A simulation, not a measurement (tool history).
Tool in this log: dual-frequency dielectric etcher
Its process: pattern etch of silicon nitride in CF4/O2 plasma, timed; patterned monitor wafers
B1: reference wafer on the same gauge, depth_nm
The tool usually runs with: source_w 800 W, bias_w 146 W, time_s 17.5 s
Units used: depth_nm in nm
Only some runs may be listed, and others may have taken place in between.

{"run": 1, "day": 0.0, "source_w": 800, "bias_w": 146, "time_s": 17.5, "B1": 41.49, "depth_nm": 48.59}
{"day": 3.046, "done": "wet clean of the chamber"}
{"run": 2, "day": 3.771, "source_w": 800, "bias_w": 146, "time_s": 17.5, "B1": 41.51, "depth_nm": 48.63}
{"run": 3, "day": 6.071, "source_w": 940, "bias_w": 146, "time_s": 17.5, "B1": 41.49, "depth_nm": 55.05}
{"run": 4, "day": 7.842, "source_w": 940, "bias_w": 146, "time_s": 17.5, "B1": 41.48, "depth_nm": 55.35}
{"run": 5, "day": 10.567, "source_w": 940, "bias_w": 146, "time_s": 17.5, "B1": 41.45, "depth_nm": 54.9}
{"run": 6, "day": 13.779, "source_w": 800, "bias_w": 146, "time_s": 17.5, "B1": 41.5, "depth_nm": 48.61}
{"run": 7, "day": 15.871, "source_w": 800, "bias_w": 146, "time_s": 17.5, "B1": 41.46, "depth_nm": 48.26}
{"day": 25.204, "done": "wet clean of the chamber"}
{"run": 8, "day": 27.338, "source_w": 800, "bias_w": 146, "time_s": 17.5, "B1": 41.47, "depth_nm": 48.25}
{"run": 9, "day": 36.467, "source_w": 800, "bias_w": 132, "time_s": 17.5, "B1": 41.53, "depth_nm": 46.31}
{"run": 10, "day": 40.154, "source_w": 800, "bias_w": 132, "time_s": 17.5, "B1": 41.52, "depth_nm": 46.19}
{"run": 11, "day": 44.588, "source_w": 800, "bias_w": 163, "time_s": 17.5, "B1": 41.56, "depth_nm": 50.83}
{"day": 46.2, "done": "wet clean of the chamber"}
{"run": 12, "day": 48.475, "source_w": 800, "bias_w": 163, "time_s": 17.5, "B1": 41.49, "depth_nm": 50.98}
{"day": 50.742, "done": "gauge calibrated"}
{"run": 13, "day": 52.254, "source_w": 800, "bias_w": 146, "time_s": 17.5, "B1": 41.49, "depth_nm": 48.21}
{"day": 54.967, "done": "upper electrode replaced"}
{"run": 14, "day": 54.988, "source_w": 800, "bias_w": 111, "time_s": 21.5, "B1": 41.48, "depth_nm": 52.13}
{"run": 15, "day": 59.279, "source_w": 990, "bias_w": 157, "time_s": 13.0, "B1": 41.44, "depth_nm": 43.77}
{"run": 16, "day": 61.358, "source_w": 660, "bias_w": 121, "time_s": 19.0, "B1": 41.49, "depth_nm": 41.58}
{"run": 17, "day": 63.767, "source_w": 800, "bias_w": 146, "time_s": 17.5, "B1": 41.52, "depth_nm": 48.23}
{"day": 66.1, "done": "bias power generator calibrated"}
{"day": 66.583, "done": "wet clean of the chamber"}
{"run": 18, "day": 66.746, "source_w": 600, "bias_w": 119, "time_s": 14.0, "B1": 41.49, "depth_nm": 28.7}
{"day": 68.146, "done": "source power generator calibrated"}
{"run": 19, "day": 71.004, "source_w": 800, "bias_w": 146, "time_s": 17.5, "B1": 41.53, "depth_nm": 49.44}
{"run": 20, "day": 74.371, "source_w": 800, "bias_w": 146, "time_s": 17.5, "B1": 41.48, "depth_nm": 49.29}
{"run": 21, "day": 76.4, "source_w": 800, "bias_w": 158, "time_s": 17.5, "B1": 41.5, "depth_nm": 51.2}
{"run": 22, "day": 79.608, "source_w": 800, "bias_w": 146, "time_s": 12.5, "B1": 41.5, "depth_nm": 35.08}
{"run": 23, "day": 82.208, "source_w": 800, "bias_w": 146, "time_s": 20.0, "B1": 41.53, "depth_nm": 55.78}
{"run": 24, "day": 86.642, "source_w": 730, "bias_w": 146, "time_s": 17.5, "B1": 41.49, "depth_nm": 45.82}
{"day": 88.65, "done": "wet clean of the chamber"}
{"run": 25, "day": 88.671, "source_w": 800, "bias_w": 146, "time_s": 17.5, "B1": 41.47, "depth_nm": 48.93}
{"run": 26, "day": 91.333, "source_w": 660, "bias_w": 172, "time_s": 15.5, "B1": 41.54, "depth_nm": 40.64}
{"run": 27, "day": 94.358, "source_w": 800, "bias_w": 146, "time_s": 17.5, "B1": 41.51, "depth_nm": 49.04}
{"run": 28, "day": 98.333, "source_w": 940, "bias_w": 112, "time_s": 13.0, "B1": 41.48, "depth_nm": 36.43}

Pick out some run-to-run changes in depth_nm. Of each, how much would a tool without hidden state show as well, from the settings, what came in and chance, and how much is left for the hidden state and any gauge scatter not in both results compared?
Hidden state at play: etch rate over this chamber's usual, %; source power that arrives over what is set, %; bias power that arrives over what is set, %; gauge reads high (%).
Run 16 -> 17: source_w 660 -> 800, bias_w 121 -> 146, time_s 19.0 -> 17.5. depth_nm +6.65 nm: hidden state -0.21, all else +6.86.
Run 17 -> 18: source_w 800 -> 600, bias_w 146 -> 119, time_s 17.5 -> 14.0, bias power generator calibrated, wet clean of the chamber. depth_nm -19.53 nm: hidden state +1.01, all else -20.54.
Run 18 -> 19: source_w 600 -> 800, bias_w 119 -> 146, time_s 14.0 -> 17.5, source power generator calibrated. depth_nm +20.74 nm: hidden state -0.07, all else +20.81.
Run 22 -> 23: time_s 12.5 -> 20.0. depth_nm +20.70 nm: hidden state -0.09, all else +20.79.

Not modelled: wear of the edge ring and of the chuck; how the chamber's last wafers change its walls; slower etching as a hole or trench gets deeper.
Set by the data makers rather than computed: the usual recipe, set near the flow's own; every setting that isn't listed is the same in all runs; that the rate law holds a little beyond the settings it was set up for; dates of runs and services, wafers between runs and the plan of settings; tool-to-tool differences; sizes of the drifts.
